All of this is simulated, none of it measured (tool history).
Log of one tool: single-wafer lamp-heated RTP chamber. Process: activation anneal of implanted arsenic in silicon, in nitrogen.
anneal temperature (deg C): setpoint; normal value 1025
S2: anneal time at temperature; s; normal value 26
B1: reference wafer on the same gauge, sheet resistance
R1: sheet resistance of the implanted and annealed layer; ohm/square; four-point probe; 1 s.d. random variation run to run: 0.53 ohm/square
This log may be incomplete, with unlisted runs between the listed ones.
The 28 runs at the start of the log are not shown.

run 29 hour=1334.4 | anneal_temperature_(deg_C)=1025 S2=26 | B1=83.60 | R1=96.28
run 30 hour=1516.7 | anneal_temperature_(deg_C)=1033 S2=38 | B1=83.61 | R1=90.92
run 31 hour=1549.7 | anneal_temperature_(deg_C)=1025 S2=16 | B1=83.57 | R1=99.38
run 32 hour=1593.5 | anneal_temperature_(deg_C)=1039 S2=34 | B1=83.64 | R1=89.91
-- hour=1654.4 pyrometer window cleaned and pyrometer calibrated
run 33 hour=1662.1 | anneal_temperature_(deg_C)=995 S2=26 | B1=83.59 | R1=105.57
run 34 hour=1696.5 | anneal_temperature_(deg_C)=1025 S2=26 | B1=83.61 | R1=98.37
run 35 hour=1825.9 | anneal_temperature_(deg_C)=1014 S2=19 | B1=83.74 | R1=101.80
run 36 hour=1889.0 | anneal_temperature_(deg_C)=1041 S2=11 | B1=83.62 | R1=100.66
run 37 hour=1933.3 | anneal_temperature_(deg_C)=1001 S2=41 | B1=83.77 | R1=98.28

Branching from run 37: 4 alternative next runs. What would each branch give?
run A hour=1933.7 | anneal_temperature_(deg_C)=1001 S2=26 | B1=? | R1=?
run B hour=1933.7 | anneal_temperature_(deg_C)=1012 S2=20 | B1=? | R1=?
run C hour=1933.7 | anneal_temperature_(deg_C)=1012 S2=33 | B1=? | R1=?
run D hour=1933.7 | anneal_temperature_(deg_C)=1037 S2=31 | B1=? | R1=?

run=A B1=83.66 R1=102.42
run=B B1=83.66 R1=102.21
run=C B1=83.66 R1=98.00
run=D B1=83.66 R1=93.01
With the hidden condition removed and each run's random variation left untouched, the same runs would have given:
run=A R1=104.37
run=B R1=104.01
run=C R1=100.00
run=D R1=94.92
